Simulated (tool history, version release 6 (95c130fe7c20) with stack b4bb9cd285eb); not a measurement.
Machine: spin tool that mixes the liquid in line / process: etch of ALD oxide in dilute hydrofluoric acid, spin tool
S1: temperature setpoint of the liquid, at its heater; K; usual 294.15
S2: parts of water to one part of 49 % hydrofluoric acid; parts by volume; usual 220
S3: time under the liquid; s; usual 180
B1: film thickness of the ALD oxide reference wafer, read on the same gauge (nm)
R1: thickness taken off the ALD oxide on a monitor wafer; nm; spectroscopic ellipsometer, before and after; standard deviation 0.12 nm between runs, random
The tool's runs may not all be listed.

run,day,S1,S2,S3,B1,R1
1,0,294.15,220,180,29.11,16
2,3.621,294.15,220,180,28.92,15.98
# day 4.546: gauge calibrated
3,6.988,294.15,220,180,30,16.65
4,10.596,294.15,220,180,29.98,16.45
5,13.85,294.15,250,180,29.92,14.24
6,17.171,294.15,220,180,29.86,16.7
7,21.512,294.15,220,180,29.76,16.54
8,25.858,295.65,220,180,29.63,17.37
# day 26.029: hydrofluoric acid flow meter replaced
9,27.733,294.15,220,180,29.56,16.35
# day 27.825: thermometer replaced
10,31.467,294.15,220,180,29.4,16.23
11,35.142,297.15,220,180,29.21,17.82
# day 35.35: gauge calibrated
12,41.854,297.15,220,180,29.93,18.52
13,45.692,291.15,320,120,29.9,6.2
14,47.888,297.15,220,115,29.84,11.9
15,49.775,294.15,170,180,29.82,22.72

Branching from run 15: 4 alternative next runs. What would each branch give?
A,49.796,294.15,220,180,?,?
B,49.796,294.15,185,95,?,?
C,49.796,296.65,220,145,?,?
D,49.796,294.15,220,135,?,?

run,B1,R1
A,29.81,16.34
B,29.81,10.62
C,29.81,14.45
D,29.81,12.25
Take away the tool's hidden state, keep each run's random variation, and the runs would have read:
run,R1
A,16.45
B,10.69
C,14.54
D,12.34
